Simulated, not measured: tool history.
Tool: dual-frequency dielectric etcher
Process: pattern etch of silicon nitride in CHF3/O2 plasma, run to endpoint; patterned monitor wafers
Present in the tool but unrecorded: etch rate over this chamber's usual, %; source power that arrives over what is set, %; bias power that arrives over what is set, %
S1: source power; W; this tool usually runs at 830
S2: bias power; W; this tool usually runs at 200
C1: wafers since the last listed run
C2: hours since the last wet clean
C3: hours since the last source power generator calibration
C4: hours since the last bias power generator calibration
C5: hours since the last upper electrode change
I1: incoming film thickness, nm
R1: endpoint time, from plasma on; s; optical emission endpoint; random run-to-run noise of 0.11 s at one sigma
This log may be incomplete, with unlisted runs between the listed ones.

run	day	S1	S2	C1	C2	C3	C4	C5	I1	R1
1	0	940	166	0	440.4	2097.8	2944.7	4631.2	62.1	34.1
2	0.788	940	166	217	459.3	2116.7	2963.6	4650.1	61.3	33.6
# day 2.021: wet clean of the chamber
3	2.042	780	200	70	0.5	2146.8	2993.7	4680.2	61.3	33.2
4	2.917	780	200	241	21.5	2167.8	3014.7	4701.2	61.1	32.8
5	3.992	830	213	296	47.3	2193.6	3040.5	4727	61.1	31.8
6	5.292	830	213	358	78.5	2224.8	3071.7	4758.2	61	31.9
7	6.833	830	213	425	115.5	2261.8	3108.7	4795.2	60.7	31.8
8	7.358	970	200	144	128.1	2274.4	3121.3	4807.8	61.2	30.9
9	8.3	830	200	259	150.7	2297	3143.9	4830.4	61	32.6
10	9.521	830	200	336	180	2326.3	3173.2	4859.7	60.4	32.3
11	10.512	830	200	273	203.8	2350.1	3197	4883.5	60.4	32.5
12	11.892	830	200	380	236.9	2383.2	3230.1	4916.6	61.6	33.1
13	13.154	830	200	348	267.2	2413.5	3260.4	4946.9	61.1	33.1
14	14.104	830	176	262	290	2436.3	3283.2	4969.7	60.2	33.8
15	14.979	830	176	241	311	2457.3	3304.2	4990.7	60.7	34
16	15.583	700	200	166	325.5	2471.8	3318.7	5005.2	61.1	34.9
17	16.562	830	200	270	349	2495.3	3342.2	5028.7	60.4	32.6
18	17.496	950	213	257	371.4	2517.7	3364.6	5051.1	60.5	30.7
# day 18.358: source power generator calibrated
19	18.708	830	200	288	400.5	8.4	3393.7	5080.2	61.5	33.5
20	19.892	830	200	326	428.9	36.8	3422.1	5108.6	60.5	32.7
# day 23.467: wet clean of the chamber
# day 24.708: upper electrode replaced
21	24.729	640	213	783	30.3	152.9	3538.2	0.5	61.1	34.5
22	24.742	930	178	3	30.6	153.2	3538.5	0.8	61.1	32.4
23	24.938	930	229	54	35.3	157.9	3543.2	5.5	61	29.9
24	26.029	830	225	301	61.5	184.1	3569.4	31.7	61.1	31.5
25	27.383	830	230	373	94	216.6	3601.9	64.2	61.3	31.3
26	28.125	990	200	204	111.8	234.4	3619.7	82	60.6	30.5
# day 29.988: bias power generator calibrated
27	31.254	1010	228	817	186.9	309.5	30.4	157.1	60.6	29.2
28	32.167	670	238	251	208.8	331.4	52.3	179	60.7	33.2
29	32.762	830	159	164	223.1	345.7	66.6	193.3	60.8	34.9
30	33.608	780	200	233	243.4	366	86.9	213.6	61.2	33.6
31	35.321	830	200	472	284.5	407.1	128	254.7	61.1	33.1
32	36.758	830	200	396	319	441.6	162.5	289.2	61.5	33.4
33	37.612	680	221	235	339.5	462.1	183	309.7	60.9	34.2

Consider 5 possible next runs. They are alternatives, not a sequence: every one starts from the tool as it was left by run 33. What does each give?
A	37.629	830	181	4	339.9	462.5	183.4	310.1	61	?
B	37.629	830	173	4	339.9	462.5	183.4	310.1	61	?
C	37.629	890	169	4	339.9	462.5	183.4	310.1	61	?
D	37.629	830	178	4	339.9	462.5	183.4	310.1	61	?
E	37.629	680	154	4	339.9	462.5	183.4	310.1	61	?

run	R1
A	34.1
B	34.5
C	33.9
D	34.2
E	37.9
Without the tool's hidden state the same runs would have given:
run	R1
A	33.2
B	33.6
C	33
D	33.3
E	37
